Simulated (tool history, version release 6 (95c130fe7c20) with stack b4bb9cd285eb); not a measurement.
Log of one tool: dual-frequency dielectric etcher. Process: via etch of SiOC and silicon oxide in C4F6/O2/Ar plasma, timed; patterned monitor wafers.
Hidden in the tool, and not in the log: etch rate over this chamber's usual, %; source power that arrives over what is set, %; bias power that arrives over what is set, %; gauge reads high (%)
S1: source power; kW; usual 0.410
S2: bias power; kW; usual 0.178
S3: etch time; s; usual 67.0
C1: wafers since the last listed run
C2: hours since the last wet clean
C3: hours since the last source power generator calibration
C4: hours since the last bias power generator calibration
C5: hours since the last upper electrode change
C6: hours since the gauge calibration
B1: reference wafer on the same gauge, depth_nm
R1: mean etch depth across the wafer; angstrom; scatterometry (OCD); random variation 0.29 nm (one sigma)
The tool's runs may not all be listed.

run   hour     S1     S2    S3   C1     C2      C3      C4      C5     C6    B1   R1
  1    0.0  0.410  0.178  54.0    0  292.3  1702.0  1556.3  2998.9  253.7  62.9  576
  2   18.7  0.410  0.178  67.0  181  311.0  1720.7  1575.0  3017.6  272.4  62.9  714
  3   43.1  0.410  0.178  67.0  236  335.4  1745.1  1599.4  3042.0  296.8  62.9  712
  4   71.8  0.410  0.178  67.0  278  364.1  1773.8  1628.1  3070.7  325.5  62.9  706
  5   84.9  0.410  0.178  67.0  126  377.2  1786.9  1641.2  3083.8  338.6  62.9  713
  6  105.7  0.410  0.178  67.0  201  398.0  1807.7  1662.0  3104.6  359.4  62.9  715
  7  134.0  0.430  0.178  57.0  274  426.3  1836.0  1690.3  3132.9  387.7  63.0  613
     174.4  -- wet clean of the chamber
  8  174.9  0.430  0.178  57.0  163    0.5  1876.9  1731.2  3173.8  428.6  62.9  624
  9  196.7  0.430  0.178  57.0  211   22.3  1898.7  1753.0  3195.6  450.4  62.8  627
     250.1  -- source power generator calibrated
 10  300.5  0.410  0.178  51.5  966  126.1    50.4  1856.8  3299.4  554.2  62.9  548
 11  331.5  0.410  0.218  67.0  300  157.1    81.4  1887.8  3330.4  585.2  62.9  748
 12  354.1  0.440  0.178  77.5  218  179.7   104.0  1910.4  3353.0  607.8  62.9  851
 13  389.1  0.310  0.178  74.5  339  214.7   139.0  1945.4  3388.0  642.8  62.9  699
     398.3  -- gauge calibrated
 14  416.8  0.320  0.178  67.0  268  242.4   166.7  1973.1  3415.7   18.5  63.0  637
     461.8  -- upper electrode replaced, of another model than before
 15  462.3  0.350  0.162  48.5  208  287.9   212.2  2018.6     0.5   64.0  62.9  487
 16  478.7  0.320  0.178  57.0  158  304.3   228.6  2035.0    16.9   80.4  62.9  565
 17  492.5  0.410  0.166  67.0  133  318.1   242.4  2048.8    30.7   94.2  62.9  697
 18  507.6  0.410  0.178  67.0  146  333.2   257.5  2063.9    45.8  109.3  62.9  707
     533.4  -- bias power generator calibrated
     553.3  -- wet clean of the chamber
 19  553.8  0.330  0.221  67.0  215    0.5   303.7    20.4    92.0  155.5  62.9  716
 20  554.2  0.410  0.178  67.0    3    0.9   304.1    20.8    92.4  155.9  62.8  731
 21  567.3  0.410  0.199  67.0  126   14.0   317.2    33.9   105.5  169.0  62.9  736
 22  593.5  0.500  0.213  61.5  253   40.2   343.4    60.1   131.7  195.2  62.9  722
 23  625.5  0.340  0.214  67.0  310   72.2   375.4    92.1   163.7  227.2  63.0  713
 24  713.5  0.360  0.178  67.0  852  160.2   463.4   180.1   251.7  315.2  62.9  698
 25  737.3  0.460  0.178  67.0  230  184.0   487.2   203.9   275.5  339.0  62.9  744
 26  762.2  0.410  0.136  82.5  241  208.9   512.1   228.8   300.4  363.9  62.9  850
 27  792.1  0.410  0.178  67.0  289  238.8   542.0   258.7   330.3  393.8  62.9  718
 28  810.5  0.480  0.199  53.0  178  257.2   560.4   277.1   348.7  412.2  62.9  604
 29  841.4  0.410  0.178  54.0  299  288.1   591.3   308.0   379.6  443.1  62.9  577
 30  853.9  0.410  0.178  67.0  121  300.6   603.8   320.5   392.1  455.6  62.8  715

Forecast each of these 4 alternatives for the next run:
  A  854.3  0.410  0.178  72.5   3  301.0  604.2  320.9  392.5  456.0   ?   ?
  B  854.3  0.460  0.178  79.0   3  301.0  604.2  320.9  392.5  456.0   ?   ?
  C  854.3  0.410  0.178  81.0   3  301.0  604.2  320.9  392.5  456.0   ?   ?
  D  854.3  0.410  0.193  81.0   3  301.0  604.2  320.9  392.5  456.0   ?   ?

run    B1   R1
  A  62.8  775
  B  62.8  871
  C  62.8  866
  D  62.8  878
Without the tool's hidden state the same runs would have given:
run   R1
  A  786
  B  883
  C  878
  D  890
